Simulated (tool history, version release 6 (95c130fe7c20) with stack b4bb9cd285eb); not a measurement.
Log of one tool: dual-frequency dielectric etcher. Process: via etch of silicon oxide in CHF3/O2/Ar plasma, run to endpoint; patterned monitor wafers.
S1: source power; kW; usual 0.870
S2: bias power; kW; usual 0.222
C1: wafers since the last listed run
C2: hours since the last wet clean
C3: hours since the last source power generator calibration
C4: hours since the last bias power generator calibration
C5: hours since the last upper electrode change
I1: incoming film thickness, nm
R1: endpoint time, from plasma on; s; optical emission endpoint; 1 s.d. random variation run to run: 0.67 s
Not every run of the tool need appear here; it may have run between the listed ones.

run 1 hour=0.0 | S1=0.870 S2=0.222 | C1=0 C2=360.8 C3=4304.0 C4=1856.8 C5=1312.7 | I1=488.7 | R1=203.2
run 2 hour=27.6 | S1=0.870 S2=0.222 | C1=165 C2=388.4 C3=4331.6 C4=1884.4 C5=1340.3 | I1=486.8 | R1=202.8
run 3 hour=54.4 | S1=0.870 S2=0.222 | C1=160 C2=415.2 C3=4358.4 C4=1911.2 C5=1367.1 | I1=488.6 | R1=204.9
run 4 hour=66.9 | S1=1.010 S2=0.235 | C1=75 C2=427.7 C3=4370.9 C4=1923.7 C5=1379.6 | I1=485.0 | R1=185.8
run 5 hour=100.5 | S1=0.870 S2=0.222 | C1=201 C2=461.3 C3=4404.5 C4=1957.3 C5=1413.2 | I1=488.3 | R1=204.7
run 6 hour=127.4 | S1=0.870 S2=0.222 | C1=161 C2=488.2 C3=4431.4 C4=1984.2 C5=1440.1 | I1=480.4 | R1=204.1
-- hour=156.2 wet clean of the chamber
run 7 hour=156.7 | S1=0.770 S2=0.266 | C1=31 C2=0.5 C3=4460.7 C4=2013.5 C5=1469.4 | I1=483.4 | R1=193.1
run 8 hour=177.6 | S1=0.770 S2=0.266 | C1=125 C2=21.4 C3=4481.6 C4=2034.4 C5=1490.3 | I1=490.0 | R1=196.1
run 9 hour=207.9 | S1=0.870 S2=0.222 | C1=181 C2=51.7 C3=4511.9 C4=2064.7 C5=1520.6 | I1=489.3 | R1=196.1
run 10 hour=230.3 | S1=0.870 S2=0.222 | C1=134 C2=74.1 C3=4534.3 C4=2087.1 C5=1543.0 | I1=486.2 | R1=197.0
run 11 hour=254.1 | S1=0.870 S2=0.222 | C1=142 C2=97.9 C3=4558.1 C4=2110.9 C5=1566.8 | I1=487.9 | R1=199.1
run 12 hour=361.0 | S1=0.870 S2=0.222 | C1=641 C2=204.8 C3=4665.0 C4=2217.8 C5=1673.7 | I1=482.8 | R1=198.9
run 13 hour=393.1 | S1=0.870 S2=0.206 | C1=192 C2=236.9 C3=4697.1 C4=2249.9 C5=1705.8 | I1=487.6 | R1=205.1
run 14 hour=426.3 | S1=0.720 S2=0.203 | C1=199 C2=270.1 C3=4730.3 C4=2283.1 C5=1739.0 | I1=483.9 | R1=225.1
run 15 hour=446.2 | S1=0.870 S2=0.272 | C1=119 C2=290.0 C3=4750.2 C4=2303.0 C5=1758.9 | I1=484.5 | R1=185.5
run 16 hour=471.1 | S1=1.070 S2=0.222 | C1=149 C2=314.9 C3=4775.1 C4=2327.9 C5=1783.8 | I1=480.9 | R1=180.5
run 17 hour=497.7 | S1=0.670 S2=0.244 | C1=159 C2=341.5 C3=4801.7 C4=2354.5 C5=1810.4 | I1=489.4 | R1=224.3
run 18 hour=511.4 | S1=0.870 S2=0.222 | C1=82 C2=355.2 C3=4815.4 C4=2368.2 C5=1824.1 | I1=485.0 | R1=200.7
-- hour=529.0 bias power generator calibrated
run 19 hour=532.1 | S1=0.930 S2=0.202 | C1=100 C2=375.9 C3=4836.1 C4=3.1 C5=1844.8 | I1=485.2 | R1=201.5
run 20 hour=558.3 | S1=1.060 S2=0.260 | C1=157 C2=402.1 C3=4862.3 C4=29.3 C5=1871.0 | I1=488.3 | R1=176.3
run 21 hour=587.0 | S1=0.870 S2=0.175 | C1=172 C2=430.8 C3=4891.0 C4=58.0 C5=1899.7 | I1=485.7 | R1=219.1
run 22 hour=603.7 | S1=1.000 S2=0.222 | C1=100 C2=447.5 C3=4907.7 C4=74.7 C5=1916.4 | I1=483.9 | R1=188.6
run 23 hour=632.2 | S1=0.870 S2=0.222 | C1=171 C2=476.0 C3=4936.2 C4=103.2 C5=1944.9 | I1=484.1 | R1=203.1
run 24 hour=662.1 | S1=1.060 S2=0.222 | C1=179 C2=505.9 C3=4966.1 C4=133.1 C5=1974.8 | I1=483.8 | R1=185.1
run 25 hour=681.2 | S1=0.810 S2=0.246 | C1=114 C2=525.0 C3=4985.2 C4=152.2 C5=1993.9 | I1=486.4 | R1=205.1
run 26 hour=710.6 | S1=0.720 S2=0.267 | C1=176 C2=554.4 C3=5014.6 C4=181.6 C5=2023.3 | I1=485.6 | R1=210.0
-- hour=741.4 wet clean of the chamber
-- hour=744.6 source power generator calibrated
-- hour=749.8 upper electrode replaced
run 27 hour=750.3 | S1=0.680 S2=0.222 | C1=43 C2=8.9 C3=5.7 C4=221.3 C5=0.5 | I1=492.8 | R1=224.0
run 28 hour=759.9 | S1=1.010 S2=0.266 | C1=57 C2=18.5 C3=15.3 C4=230.9 C5=10.1 | I1=488.2 | R1=173.5
run 29 hour=779.6 | S1=0.870 S2=0.222 | C1=118 C2=38.2 C3=35.0 C4=250.6 C5=29.8 | I1=483.2 | R1=194.5
run 30 hour=810.6 | S1=0.990 S2=0.198 | C1=186 C2=69.2 C3=66.0 C4=281.6 C5=60.8 | I1=490.3 | R1=194.4
run 31 hour=832.9 | S1=0.870 S2=0.222 | C1=133 C2=91.5 C3=88.3 C4=303.9 C5=83.1 | I1=482.7 | R1=195.2
run 32 hour=937.9 | S1=1.000 S2=0.178 | C1=630 C2=196.5 C3=193.3 C4=408.9 C5=188.1 | I1=481.9 | R1=198.4
run 33 hour=952.9 | S1=0.760 S2=0.170 | C1=90 C2=211.5 C3=208.3 C4=423.9 C5=203.1 | I1=482.7 | R1=231.1
run 34 hour=988.8 | S1=1.080 S2=0.238 | C1=215 C2=247.4 C3=244.2 C4=459.8 C5=239.0 | I1=486.7 | R1=175.9
run 35 hour=1013.4 | S1=0.870 S2=0.222 | C1=147 C2=272.0 C3=268.8 C4=484.4 C5=263.6 | I1=485.1 | R1=200.4

Here are 4 independent what-if runs from the current tool condition. What would each one return?
run A hour=1013.9 | S1=0.870 S2=0.222 | C1=3 C2=272.5 C3=269.3 C4=484.9 C5=264.1 | I1=485.5 | R1=?
run B hour=1013.9 | S1=0.870 S2=0.246 | C1=3 C2=272.5 C3=269.3 C4=484.9 C5=264.1 | I1=485.5 | R1=?
run C hour=1013.9 | S1=0.760 S2=0.202 | C1=3 C2=272.5 C3=269.3 C4=484.9 C5=264.1 | I1=485.5 | R1=?
run D hour=1013.9 | S1=1.060 S2=0.168 | C1=3 C2=272.5 C3=269.3 C4=484.9 C5=264.1 | I1=485.5 | R1=?

run=A R1=201.4
run=B R1=194.6
run=C R1=221.9
run=D R1=200.5
With no hidden state in the tool, these same runs would have given:
run=A R1=197.8
run=B R1=191.1
run=C R1=217.9
run=D R1=196.9

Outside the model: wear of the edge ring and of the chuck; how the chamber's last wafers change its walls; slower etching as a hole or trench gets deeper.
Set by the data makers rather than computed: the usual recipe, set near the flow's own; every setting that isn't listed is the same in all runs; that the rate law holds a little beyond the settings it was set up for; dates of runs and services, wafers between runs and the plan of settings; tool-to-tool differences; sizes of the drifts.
